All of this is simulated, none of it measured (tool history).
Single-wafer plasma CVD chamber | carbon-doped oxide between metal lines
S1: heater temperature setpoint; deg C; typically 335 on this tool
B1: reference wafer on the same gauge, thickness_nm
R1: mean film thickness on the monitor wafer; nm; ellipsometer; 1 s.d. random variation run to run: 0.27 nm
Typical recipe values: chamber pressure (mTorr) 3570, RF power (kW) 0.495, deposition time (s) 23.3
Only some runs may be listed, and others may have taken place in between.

{"run": 1, "hour": 0.0, "S1": 335, "chamber pressure (mTorr)": 3570, "RF power (kW)": 0.495, "deposition time (s)": 23.3, "B1": 105.948, "R1": 122.564}
{"run": 2, "hour": 16.2, "S1": 335, "chamber pressure (mTorr)": 3570, "RF power (kW)": 0.495, "deposition time (s)": 23.3, "B1": 106.038, "R1": 122.462}
{"run": 3, "hour": 33.3, "S1": 335, "chamber pressure (mTorr)": 3570, "RF power (kW)": 0.495, "deposition time (s)": 23.3, "B1": 105.987, "R1": 122.885}
{"hour": 56.3, "done": "thermocouple changed; heater temperature recalibrated"}
{"run": 4, "hour": 56.8, "S1": 335, "chamber pressure (mTorr)": 3570, "RF power (kW)": 0.46, "deposition time (s)": 23.3, "B1": 105.982, "R1": 115.223}
{"run": 5, "hour": 67.6, "S1": 335, "chamber pressure (mTorr)": 3570, "RF power (kW)": 0.495, "deposition time (s)": 23.3, "B1": 105.939, "R1": 120.014}
{"hour": 82.3, "done": "showerhead replaced"}
{"run": 6, "hour": 82.8, "S1": 335, "chamber pressure (mTorr)": 3570, "RF power (kW)": 0.495, "deposition time (s)": 23.3, "B1": 105.99, "R1": 120.017}
{"hour": 94.2, "done": "RF generator calibrated"}
{"run": 7, "hour": 94.7, "S1": 335, "chamber pressure (mTorr)": 3570, "RF power (kW)": 0.495, "deposition time (s)": 23.3, "B1": 106.001, "R1": 120.335}
{"run": 8, "hour": 100.8, "S1": 335, "chamber pressure (mTorr)": 3900, "RF power (kW)": 0.495, "deposition time (s)": 23.3, "B1": 106.025, "R1": 121.021}
{"run": 9, "hour": 110.6, "S1": 335, "chamber pressure (mTorr)": 3900, "RF power (kW)": 0.495, "deposition time (s)": 23.3, "B1": 105.949, "R1": 121.173}
{"run": 10, "hour": 126.1, "S1": 335, "chamber pressure (mTorr)": 3900, "RF power (kW)": 0.495, "deposition time (s)": 23.3, "B1": 106.084, "R1": 120.947}
{"run": 11, "hour": 141.3, "S1": 325, "chamber pressure (mTorr)": 4260, "RF power (kW)": 0.495, "deposition time (s)": 23.3, "B1": 106.021, "R1": 126.96}
{"run": 12, "hour": 151.9, "S1": 325, "chamber pressure (mTorr)": 3570, "RF power (kW)": 0.495, "deposition time (s)": 23.3, "B1": 105.986, "R1": 125.629}
{"run": 13, "hour": 165.8, "S1": 335, "chamber pressure (mTorr)": 3570, "RF power (kW)": 0.495, "deposition time (s)": 23.3, "B1": 105.977, "R1": 120.964}
{"run": 14, "hour": 172.5, "S1": 344, "chamber pressure (mTorr)": 3570, "RF power (kW)": 0.56, "deposition time (s)": 25.4, "B1": 106.022, "R1": 136.279}
{"hour": 182.6, "done": "capacitance manometer re-zeroed and calibrated"}
{"run": 15, "hour": 185.6, "S1": 339, "chamber pressure (mTorr)": 2720, "RF power (kW)": 0.585, "deposition time (s)": 23.3, "B1": 105.983, "R1": 128.49}
{"run": 16, "hour": 196.9, "S1": 335, "chamber pressure (mTorr)": 3570, "RF power (kW)": 0.495, "deposition time (s)": 23.3, "B1": 105.984, "R1": 121.158}
{"run": 17, "hour": 208.7, "S1": 335, "chamber pressure (mTorr)": 3570, "RF power (kW)": 0.495, "deposition time (s)": 23.3, "B1": 106.043, "R1": 121.725}
{"run": 18, "hour": 226.6, "S1": 335, "chamber pressure (mTorr)": 3570, "RF power (kW)": 0.45, "deposition time (s)": 23.3, "B1": 106.015, "R1": 114.986}
{"hour": 233.8, "done": "gauge calibrated"}
{"run": 19, "hour": 242.5, "S1": 335, "chamber pressure (mTorr)": 3050, "RF power (kW)": 0.495, "deposition time (s)": 23.3, "B1": 106.002, "R1": 120.458}
{"run": 20, "hour": 249.1, "S1": 335, "chamber pressure (mTorr)": 3570, "RF power (kW)": 0.495, "deposition time (s)": 27.1, "B1": 105.955, "R1": 141.02}
{"run": 21, "hour": 258.9, "S1": 335, "chamber pressure (mTorr)": 3570, "RF power (kW)": 0.535, "deposition time (s)": 23.3, "B1": 105.993, "R1": 126.662}
{"run": 22, "hour": 271.6, "S1": 335, "chamber pressure (mTorr)": 4180, "RF power (kW)": 0.495, "deposition time (s)": 26.2, "B1": 105.959, "R1": 137.581}
{"run": 23, "hour": 279.2, "S1": 335, "chamber pressure (mTorr)": 3570, "RF power (kW)": 0.495, "deposition time (s)": 23.3, "B1": 105.977, "R1": 121.416}
{"run": 24, "hour": 295.8, "S1": 335, "chamber pressure (mTorr)": 3570, "RF power (kW)": 0.495, "deposition time (s)": 23.3, "B1": 105.963, "R1": 121.681}
{"run": 25, "hour": 309.4, "S1": 335, "chamber pressure (mTorr)": 4460, "RF power (kW)": 0.535, "deposition time (s)": 26.7, "B1": 106.001, "R1": 147.537}
{"run": 26, "hour": 323.5, "S1": 346, "chamber pressure (mTorr)": 4040, "RF power (kW)": 0.495, "deposition time (s)": 21.8, "B1": 106.056, "R1": 110.711}
{"run": 27, "hour": 338.6, "S1": 349, "chamber pressure (mTorr)": 4360, "RF power (kW)": 0.495, "deposition time (s)": 20.1, "B1": 106.034, "R1": 101.384}
{"run": 28, "hour": 355.3, "S1": 327, "chamber pressure (mTorr)": 4180, "RF power (kW)": 0.455, "deposition time (s)": 24.8, "B1": 106.056, "R1": 129.166}

What if the next run were any one of these 5? Each begins from the tool's condition after run 28:
{"run": "A", "hour": 355.7, "S1": 335, "chamber pressure (mTorr)": 3570, "RF power (kW)": 0.495, "deposition time (s)": 23.3, "B1": "?", "R1": "?"}
{"run": "B", "hour": 355.7, "S1": 341, "chamber pressure (mTorr)": 3280, "RF power (kW)": 0.425, "deposition time (s)": 23.3, "B1": "?", "R1": "?"}
{"run": "C", "hour": 355.7, "S1": 335, "chamber pressure (mTorr)": 3840, "RF power (kW)": 0.495, "deposition time (s)": 23.3, "B1": "?", "R1": "?"}
{"run": "D", "hour": 355.7, "S1": 335, "chamber pressure (mTorr)": 3570, "RF power (kW)": 0.415, "deposition time (s)": 23.3, "B1": "?", "R1": "?"}
{"run": "E", "hour": 355.7, "S1": 335, "chamber pressure (mTorr)": 4380, "RF power (kW)": 0.495, "deposition time (s)": 23.3, "B1": "?", "R1": "?"}

run=A B1=105.959 R1=121.707
run=B B1=105.959 R1=108.499
run=C B1=105.959 R1=122.252
run=D B1=105.959 R1=109.915
run=E B1=105.959 R1=123.422
The same runs, with their run-to-run variation unchanged, on a tool lacking any hidden condition would have given:
run=A R1=119.994
run=B R1=107.049
run=C R1=120.531
run=D R1=108.367
run=E R1=121.685
